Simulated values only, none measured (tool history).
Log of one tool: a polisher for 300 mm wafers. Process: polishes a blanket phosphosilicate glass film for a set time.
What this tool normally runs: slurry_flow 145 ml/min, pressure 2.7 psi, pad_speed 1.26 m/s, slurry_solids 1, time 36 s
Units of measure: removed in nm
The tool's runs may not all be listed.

run,day,slurry_flow,pressure,pad_speed,slurry_solids,time,"incoming thickness of the incoming film, nm",removed
1,0,145,3.3,1.26,1,29,4176.6,235.8
# day 0.817: worn pad replaced by a new one
2,1.858,145,2.7,1.26,1,36,4148,234
# day 2.083: slurry blender recalibrated
3,5.288,145,2.7,1.26,0.9,36,4135.1,248.3
4,8.367,145,2.7,1.26,0.9,36,4166.6,239.7
# day 10.183: conditioning disc replaced and pad reconditioned
5,12.033,145,2.7,1.26,0.9,36,4096.5,235.9
6,15.521,145,2.7,1.26,1,36,4098.5,231.7
# day 16.112: slurry blender recalibrated
# day 16.288: slurry nozzle cleaned
# day 18.354: worn pad replaced by a new one
7,19.708,145,2.3,1.26,1,36,4139.3,218.8
8,22.962,145,2.3,1.26,1,36,4212.6,215.6
9,25.371,145,2.3,1.26,1,36,4150.4,208.9
# day 26.512: conditioning disc replaced and pad reconditioned
10,28.696,145,2.7,1.26,1,36,4093.1,228.3
11,31.508,145,2.7,1.26,1,36,4155.4,220
# day 32.992: slurry blender recalibrated
# day 34.392: slurry nozzle cleaned
12,35.521,145,2.7,1.26,0.9,36,4172.8,229.6
# day 35.608: head pressure recalibrated
# day 35.983: worn pad replaced by a new one
13,38.725,180,2.7,0.92,1.25,36,4216.4,268.5
# day 40.992: conditioning disc replaced and pad reconditioned
14,41.738,145,2.1,1.02,1,36,4204.9,185.2
15,44.221,125,2.7,1.26,1,36,4163.8,259.7

What does the tool deliver on the next run?
# day 48.375: slurry blender recalibrated
16,48.625,180,1.9,1.26,0.75,23,4106.2,?

{"run 16": {"removed": 102.8}}
With the hidden condition absent and the run-to-run variation left alone, this run would have shown removed 106.4 nm.
